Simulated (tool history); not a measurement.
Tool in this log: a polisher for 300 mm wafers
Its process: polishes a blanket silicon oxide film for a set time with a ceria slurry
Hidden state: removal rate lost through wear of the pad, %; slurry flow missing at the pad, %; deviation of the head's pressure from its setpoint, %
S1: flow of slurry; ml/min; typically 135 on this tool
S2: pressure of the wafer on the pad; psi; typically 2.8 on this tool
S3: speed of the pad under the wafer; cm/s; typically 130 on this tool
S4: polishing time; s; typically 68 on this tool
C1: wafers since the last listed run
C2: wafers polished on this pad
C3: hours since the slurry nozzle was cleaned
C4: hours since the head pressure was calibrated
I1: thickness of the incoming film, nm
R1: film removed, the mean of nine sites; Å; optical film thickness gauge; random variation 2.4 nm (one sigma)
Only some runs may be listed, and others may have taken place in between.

Run 1, hour 0.0: usual settings but S4 84 s; C1 0; C2 1728; C3 178.8; C4 962.1; I1 992.2. Result: R1 4241 Å.
Run 2, hour 66.3: usual settings but S4 84 s; C1 765; C2 2493; C3 245.1; C4 1028.4; I1 1020.2. Result: R1 4225 Å.
At hour 148.9: worn pad replaced by a new one.
Run 3, hour 149.4: usual settings but S4 84 s; C1 913; C2 5; C3 328.2; C4 1111.5; I1 1007.3. Result: R1 4346 Å.
Run 4, hour 209.7: usual settings; C1 696; C2 701; C3 388.5; C4 1171.8; I1 1024.8. Result: R1 3497 Å.
Run 5, hour 298.0: usual settings; C1 1019; C2 1720; C3 476.8; C4 1260.1; I1 1010.0. Result: R1 3417 Å.
Run 6, hour 334.1: usual settings; C1 416; C2 2137; C3 512.9; C4 1296.2; I1 1005.6. Result: R1 3398 Å.
Run 7, hour 379.1: usual settings but S2 2.1 psi; C1 519; C2 2657; C3 557.9; C4 1341.2; I1 1013.4. Result: R1 2843 Å.
Run 8, hour 444.4: usual settings but S2 2.1 psi; C1 753; C2 3410; C3 623.2; C4 1406.5; I1 992.7. Result: R1 2790 Å.
At hour 483.1: worn pad replaced by a new one.
Run 9, hour 485.3: usual settings but S2 2.1 psi; C1 425; C2 25; C3 664.1; C4 1447.4; I1 1012.3. Result: R1 2612 Å.
At hour 495.7: slurry nozzle cleaned.
Run 10, hour 556.3: usual settings; C1 808; C2 833; C3 60.6; C4 1518.4; I1 1022.3. Result: R1 3077 Å.
At hour 568.3: head pressure recalibrated.
Run 11, hour 646.3: usual settings; C1 1015; C2 1849; C3 150.6; C4 78.0; I1 1025.6. Result: R1 3049 Å.
At hour 699.5: worn pad replaced by a new one, repeated, since the last time left the tool worse.
Run 12, hour 700.0: usual settings but S2 3.5 psi; C1 573; C2 5; C3 204.3; C4 131.7; I1 1004.4. Result: R1 4042 Å.
Run 13, hour 747.5: usual settings but S1 165 ml/min, S3 100 cm/s; C1 548; C2 553; C3 251.8; C4 179.2; I1 1021.2. Result: R1 2805 Å.
Run 14, hour 844.7: usual settings but S1 175 ml/min, S2 2.5 psi, S4 56 s; C1 1122; C2 1675; C3 349.0; C4 276.4; I1 1016.1. Result: R1 2768 Å.
Run 15, hour 892.3: usual settings but S1 175 ml/min, S2 3.6 psi, S4 88 s; C1 549; C2 2225; C3 396.6; C4 324.0; I1 1001.2. Result: R1 5447 Å.
Run 16, hour 993.1: usual settings; C1 1163; C2 3388; C3 497.4; C4 424.8; I1 1005.9. Result: R1 3298 Å.
Run 17, hour 1033.6: usual settings but S1 170 ml/min, S2 2.3 psi, S4 49 s; C1 467; C2 3856; C3 537.9; C4 465.3; I1 1004.5. Result: R1 2137 Å.
At hour 1041.2: worn pad replaced by a new one.
Run 18, hour 1126.9: usual settings but S1 160 ml/min, S2 3.4 psi; C1 1030; C2 989; C3 631.2; C4 558.6; I1 1007.1. Result: R1 4070 Å.
At hour 1139.3: slurry nozzle cleaned.
Run 19, hour 1190.0: usual settings but S2 2.3 psi, S3 162 cm/s, S4 57 s; C1 716; C2 1706; C3 50.7; C4 621.7; I1 996.1. Result: R1 3198 Å.
Run 20, hour 1282.2: usual settings but S2 3.7 psi; C1 1064; C2 2770; C3 142.9; C4 713.9; I1 1007.9. Result: R1 4107 Å.
At hour 1336.5: worn pad replaced by a new one.
Run 21, hour 1366.4: usual settings but S2 2.2 psi, S4 76 s; C1 925; C2 344; C3 227.1; C4 798.1; I1 1002.1. Result: R1 3343 Å.
Run 22, hour 1466.4: usual settings but S1 165 ml/min, S3 100 cm/s; C1 1154; C2 1499; C3 327.1; C4 898.1; I1 1015.0. Result: R1 2755 Å.
Run 23, hour 1551.4: usual settings; C1 981; C2 2480; C3 412.1; C4 983.1; I1 1027.2. Result: R1 3408 Å.

Run-by-run hidden state of the tool:
slurry flow missing at the pad, %: 0 across all the runs
deviation of the head's pressure from its setpoint, %: 0 across all the runs
H1: removal rate lost through wear of the pad, %
run     H1
  1   1.76
  2   3.32
  3  0.425
  4  0.663
  5   1.85
  6   2.63
  7   3.83
  8   6.04
  9   11.5
 10   11.9
 11   13.2
 12  0.334
 13  0.481
 14   1.69
 15   2.72
 16   5.87
 17   7.51
 18  0.632
 19   1.58
 20   3.89
 21  0.907
 22   1.93
 23   3.82
